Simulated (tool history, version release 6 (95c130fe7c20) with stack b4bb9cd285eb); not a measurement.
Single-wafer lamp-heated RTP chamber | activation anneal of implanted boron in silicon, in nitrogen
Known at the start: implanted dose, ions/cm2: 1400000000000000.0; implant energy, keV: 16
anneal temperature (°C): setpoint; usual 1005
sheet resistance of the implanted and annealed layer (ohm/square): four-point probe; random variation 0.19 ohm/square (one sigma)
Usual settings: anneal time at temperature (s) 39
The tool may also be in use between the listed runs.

run	hour	anneal temperature (°C)	anneal time at temperature (s)	read-back reference wafer on the same gauge, sheet resistance	sheet resistance of the implanted and annealed layer (ohm/square)
1	0	1005	39	92.71	82.34
2	25.5	1005	39	92.66	82.06
3	131.8	1005	39	92.77	81.44
4	185.5	1005	39	92.72	81.21
5	224.1	1005	39	92.77	81.04
6	260.5	1005	39	92.67	80.87
7	293.8	1005	39	92.57	80.81
8	329.5	1005	39	92.7	81.09
9	388.3	1005	39	92.73	80.96
10	413.8	1005	39	92.8	81.02
11	441.1	1005	39	92.78	81.04
12	484.6	1005	45	92.62	80.45
13	514.4	1005	45	92.61	80.78
14	542.1	1005	39	92.67	80.94
15	598.8	1005	39	92.67	80.89
16	627.2	1005	39	92.65	80.67
# hour 676.7: gauge calibrated
17	689.9	1005	39	92.71	80.61
18	751.6	1005	39	92.78	80.93
# hour 803.6: pyrometer window cleaned and pyrometer calibrated
19	807.8	1019	16	92.82	82.36
20	879.2	1005	24	92.7	83.07
21	913.5	1005	39	92.71	81.86
22	966.4	976	39	92.81	90.02
# hour 976.5: reflector plate cleaned
23	1003.1	1013	55	92.76	79.19
24	1044.1	1005	39	92.7	81.31
25	1096.7	1005	39	92.71	81.23
26	1123	996	16	92.68	85.83
27	1173.4	979	30	92.7	89.2
28	1212.8	1005	46	92.64	80.61
29	1255.8	1018	33	92.78	79.3
30	1280.5	1005	39	92.62	80.98
31	1328.7	1005	39	92.76	80.99
32	1393.5	984	39	92.67	85.82
33	1431.7	1005	39	92.73	80.78
34	1461.4	1018	24	92.69	79.75
35	1491.5	1005	20	92.65	82.57

Forecast each of these 4 alternatives for the next run:
A	1491.9	1005	39	?	?
B	1491.9	1029	62	?	?
C	1491.9	1021	30	?	?
D	1491.9	1024	61	?	?

run	read-back reference wafer on the same gauge, sheet resistance	sheet resistance of the implanted and annealed layer (ohm/square)
A	92.72	80.6
B	92.72	75.78
C	92.72	78.88
D	92.72	76.47
Without the tool's hidden state the same runs would have given:
run	sheet resistance of the implanted and annealed layer (ohm/square)
A	82.42
B	76.99
C	80.18
D	77.76
